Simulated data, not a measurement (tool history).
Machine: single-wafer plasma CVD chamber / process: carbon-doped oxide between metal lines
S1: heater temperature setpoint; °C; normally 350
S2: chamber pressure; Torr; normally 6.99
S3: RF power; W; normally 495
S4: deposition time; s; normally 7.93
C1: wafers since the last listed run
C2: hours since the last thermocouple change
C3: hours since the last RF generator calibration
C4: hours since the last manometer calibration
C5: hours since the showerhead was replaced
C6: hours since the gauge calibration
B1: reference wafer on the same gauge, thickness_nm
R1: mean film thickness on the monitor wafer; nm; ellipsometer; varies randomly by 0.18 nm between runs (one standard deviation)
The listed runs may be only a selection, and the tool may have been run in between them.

| run | day | S1 | S2 | S3 | S4 | C1 | C2 | C3 | C4 | C5 | C6 | B1 | R1 |
|---|---|---|---|---|---|---|---|---|---|---|---|---|---|
| 1 | 0 | 350 | 6.99 | 495 | 7.93 | 0 | 1455.4 | 196.3 | 822.9 | 3758.6 | 679.9 | 41.963 | 45.107 |
| 2 | 2.079 | 350 | 6.99 | 495 | 7.93 | 1330 | 1505.3 | 246.2 | 872.8 | 3808.5 | 729.8 | 42.05 | 45.606 |
| 3 | 3.242 | 350 | 6.99 | 495 | 7.93 | 743 | 1533.2 | 274.1 | 900.7 | 3836.4 | 757.7 | 41.928 | 45.574 |
| 4 | 4.675 | 350 | 5.74 | 495 | 7.53 | 917 | 1567.6 | 308.5 | 935.1 | 3870.8 | 792.1 | 41.918 | 42.098 |
| 5 | 6.058 | 350 | 7.47 | 495 | 8.96 | 885 | 1600.8 | 341.7 | 968.3 | 3904 | 825.3 | 41.987 | 51.534 |
| 6 | 7.508 | 350 | 7.47 | 495 | 8.96 | 927 | 1635.6 | 376.5 | 1003.1 | 3938.8 | 860.1 | 42.005 | 51.29 |
| 7 | 10.371 | 350 | 7.47 | 495 | 8.96 | 1831 | 1704.3 | 445.2 | 1071.8 | 4007.5 | 928.8 | 41.972 | 51.633 |
| 8 | 12.042 | 350 | 6.61 | 495 | 7.93 | 1069 | 1744.4 | 485.3 | 1111.9 | 4047.6 | 968.9 | 41.986 | 45.356 |
| 9 | 13.275 | 350 | 6.61 | 495 | 7.93 | 789 | 1774 | 514.9 | 1141.5 | 4077.2 | 998.5 | 42.04 | 44.817 |
|  | 14.85 | gauge calibrated |
|  | 15.133 | capacitance manometer re-zeroed and calibrated |
| 10 | 15.267 | 350 | 6.99 | 495 | 7.93 | 1061 | 1821.8 | 562.7 | 3.2 | 4125 | 10 | 41.929 | 45.349 |
|  | 16.346 | showerhead replaced |
| 11 | 17.95 | 350 | 6.99 | 495 | 7.93 | 1503 | 1886.2 | 627.1 | 67.6 | 38.5 | 74.4 | 41.998 | 45.724 |
| 12 | 19.262 | 350 | 6.99 | 495 | 7.93 | 839 | 1917.7 | 658.6 | 99.1 | 70 | 105.9 | 42.032 | 45.206 |
| 13 | 20.292 | 350 | 6.99 | 495 | 7.93 | 658 | 1942.4 | 683.3 | 123.8 | 94.7 | 130.6 | 41.946 | 45.252 |
| 14 | 22.779 | 350 | 6.99 | 495 | 7.93 | 1591 | 2002.1 | 743 | 183.5 | 154.4 | 190.3 | 41.963 | 45.541 |
| 15 | 25.038 | 336 | 6.99 | 415 | 6.8 | 1445 | 2056.3 | 797.2 | 237.7 | 208.6 | 244.5 | 41.983 | 34.53 |
|  | 25.967 | thermocouple changed; heater temperature recalibrated |
| 16 | 26.404 | 350 | 6.61 | 495 | 7.93 | 661 | 10.5 | 830 | 270.5 | 241.4 | 277.3 | 42 | 45.133 |
| 17 | 29.271 | 350 | 5.46 | 590 | 6.95 | 1834 | 79.3 | 898.8 | 339.3 | 310.2 | 346.1 | 42.007 | 44.142 |
| 18 | 30.796 | 350 | 6.99 | 495 | 7.93 | 975 | 115.9 | 935.4 | 375.9 | 346.8 | 382.7 | 42.003 | 45.3 |
| 19 | 34.929 | 350 | 6.99 | 495 | 7.93 | 2644 | 215.1 | 1034.6 | 475.1 | 446 | 481.9 | 42.033 | 45.113 |
| 20 | 37.912 | 350 | 5.9 | 565 | 7.93 | 1909 | 286.7 | 1106.2 | 546.7 | 517.6 | 553.5 | 41.974 | 49.574 |
| 21 | 40.675 | 350 | 6.99 | 495 | 9.24 | 1767 | 353 | 1172.5 | 613 | 583.9 | 619.8 | 42.022 | 53.104 |
|  | 42.05 | RF generator calibrated |
| 22 | 42.846 | 350 | 6.61 | 495 | 7.93 | 1175 | 405.1 | 19.1 | 665.1 | 636 | 671.9 | 42.061 | 45.087 |
| 23 | 45.342 | 338 | 7.59 | 495 | 7.93 | 1597 | 465 | 79 | 725 | 695.9 | 731.8 | 41.983 | 46.761 |
| 24 | 47.608 | 338 | 6.99 | 495 | 9.32 | 1450 | 519.4 | 133.4 | 779.4 | 750.3 | 786.2 | 41.956 | 54.909 |
| 25 | 48.762 | 337 | 5.75 | 495 | 7.93 | 738 | 547.1 | 161.1 | 807.1 | 778 | 813.9 | 42.017 | 46.174 |
| 26 | 51.2 | 350 | 6.99 | 495 | 7.93 | 1559 | 605.6 | 219.6 | 865.6 | 836.5 | 872.4 | 42.011 | 45.365 |
| 27 | 52.525 | 350 | 6.99 | 550 | 7.93 | 847 | 637.4 | 251.4 | 897.4 | 868.3 | 904.2 | 42.006 | 49.558 |
| 28 | 53.783 | 364 | 6.51 | 495 | 7.93 | 805 | 667.6 | 281.6 | 927.6 | 898.5 | 934.4 | 41.994 | 43.346 |
| 29 | 55.042 | 344 | 7.72 | 575 | 8.71 | 805 | 697.8 | 311.8 | 957.8 | 928.7 | 964.6 | 42.011 | 57.281 |
|  | 55.654 | gauge calibrated |
| 30 | 57.175 | 361 | 5.44 | 590 | 9.1 | 1365 | 749 | 363 | 1009 | 979.9 | 36.5 | 41.935 | 56.229 |

Consider 3 possible next runs. They are alternatives, not a sequence: every one starts from the tool as it was left by run 30. What does each give?
| A | 57.192 | 336 | 6.99 | 495 | 7.93 | 10 | 749.4 | 363.4 | 1009.4 | 980.3 | 36.9 | ? | ? |
| B | 57.192 | 362 | 8.25 | 460 | 8.69 | 10 | 749.4 | 363.4 | 1009.4 | 980.3 | 36.9 | ? | ? |
| C | 57.192 | 350 | 8.2 | 495 | 6.86 | 10 | 749.4 | 363.4 | 1009.4 | 980.3 | 36.9 | ? | ? |

| run | B1 | R1 |
|---|---|---|
| A | 41.978 | 46.782 |
| B | 41.978 | 45.62 |
| C | 41.978 | 39.486 |
Take away the tool's hidden state, keep each run's random variation, and the runs would have read:
| run | R1 |
|---|---|
| A | 46.782 |
| B | 45.62 |
| C | 39.486 |

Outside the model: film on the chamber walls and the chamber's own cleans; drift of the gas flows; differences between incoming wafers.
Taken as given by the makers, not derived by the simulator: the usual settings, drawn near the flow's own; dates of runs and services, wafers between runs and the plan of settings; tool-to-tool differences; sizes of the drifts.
